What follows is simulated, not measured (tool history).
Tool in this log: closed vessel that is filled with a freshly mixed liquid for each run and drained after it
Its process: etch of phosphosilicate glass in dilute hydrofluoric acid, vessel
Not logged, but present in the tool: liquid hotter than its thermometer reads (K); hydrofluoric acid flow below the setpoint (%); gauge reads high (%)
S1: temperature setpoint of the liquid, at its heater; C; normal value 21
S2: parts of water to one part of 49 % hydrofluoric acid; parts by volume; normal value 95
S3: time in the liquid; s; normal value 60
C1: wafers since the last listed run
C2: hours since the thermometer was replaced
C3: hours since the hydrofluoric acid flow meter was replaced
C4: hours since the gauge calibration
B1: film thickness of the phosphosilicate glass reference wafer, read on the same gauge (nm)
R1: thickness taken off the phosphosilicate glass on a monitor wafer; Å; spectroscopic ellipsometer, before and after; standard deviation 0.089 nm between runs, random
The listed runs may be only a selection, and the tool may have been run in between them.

| run | day | S1 | S2 | S3 | C1 | C2 | C3 | C4 | B1 | R1 |
|---|---|---|---|---|---|---|---|---|---|---|
| 1 | 0 | 21 | 95 | 60 | 0 | 1138.3 | 1729 | 48.2 | 59.99 | 350.8 |
| 2 | 0.275 | 21 | 95 | 60 | 769 | 1144.9 | 1735.6 | 54.8 | 60 | 350.4 |
| 3 | 0.708 | 21 | 95 | 60 | 1212 | 1155.3 | 1746 | 65.2 | 60 | 351.4 |
| 4 | 0.988 | 21 | 55 | 60 | 781 | 1162 | 1752.7 | 71.9 | 60.01 | 637.5 |
| 5 | 1.521 | 21 | 55 | 60 | 1492 | 1174.8 | 1765.5 | 84.7 | 60 | 639.5 |
| 6 | 2.258 | 21 | 55 | 60 | 2063 | 1192.5 | 1783.2 | 102.4 | 59.99 | 640.1 |
|  | 2.688 | thermometer replaced |
| 7 | 2.708 | 24.5 | 95 | 60 | 1142 | 0.5 | 1794 | 113.2 | 59.99 | 370.5 |
| 8 | 3.375 | 24.5 | 95 | 60 | 1865 | 16.5 | 1810 | 129.2 | 59.99 | 367.3 |
|  | 3.708 | gauge calibrated |
| 9 | 3.833 | 21 | 140 | 40 | 1282 | 27.5 | 1821 | 3 | 59.99 | 138.5 |
| 10 | 4.329 | 21 | 125 | 75 | 1387 | 39.4 | 1832.9 | 14.9 | 59.99 | 294.9 |
| 11 | 4.958 | 17 | 95 | 60 | 1760 | 54.5 | 1848 | 30 | 60 | 272.3 |
| 12 | 5.325 | 17 | 60 | 40 | 1025 | 63.3 | 1856.8 | 38.8 | 60 | 299 |
|  | 5.762 | hydrofluoric acid flow meter replaced |
| 13 | 5.979 | 21 | 95 | 60 | 1713 | 79 | 5.2 | 54.5 | 60.01 | 323 |
| 14 | 6.283 | 21 | 125 | 60 | 850 | 86.3 | 12.5 | 61.8 | 60 | 236.1 |
| 15 | 6.579 | 17.5 | 120 | 90 | 827 | 93.4 | 19.6 | 68.9 | 60 | 323.1 |
| 16 | 7.321 | 21 | 95 | 60 | 2074 | 111.2 | 37.4 | 86.7 | 60.01 | 322.3 |

3 options for the next run, each taken on its own from the tool as it stands now. Forecast them:
| A | 7.35 | 21 | 65 | 60 | 81 | 111.9 | 38.1 | 87.4 | ? | ? |
| B | 7.35 | 21 | 75 | 75 | 81 | 111.9 | 38.1 | 87.4 | ? | ? |
| C | 7.35 | 24 | 95 | 60 | 81 | 111.9 | 38.1 | 87.4 | ? | ? |

| run | B1 | R1 |
|---|---|---|
| A | 59.99 | 490 |
| B | 59.99 | 524.4 |
| C | 59.99 | 364.9 |
With no hidden state in the tool, these same runs would have given:
| run | R1 |
|---|---|
| A | 483.5 |
| B | 517.5 |
| C | 360.3 |
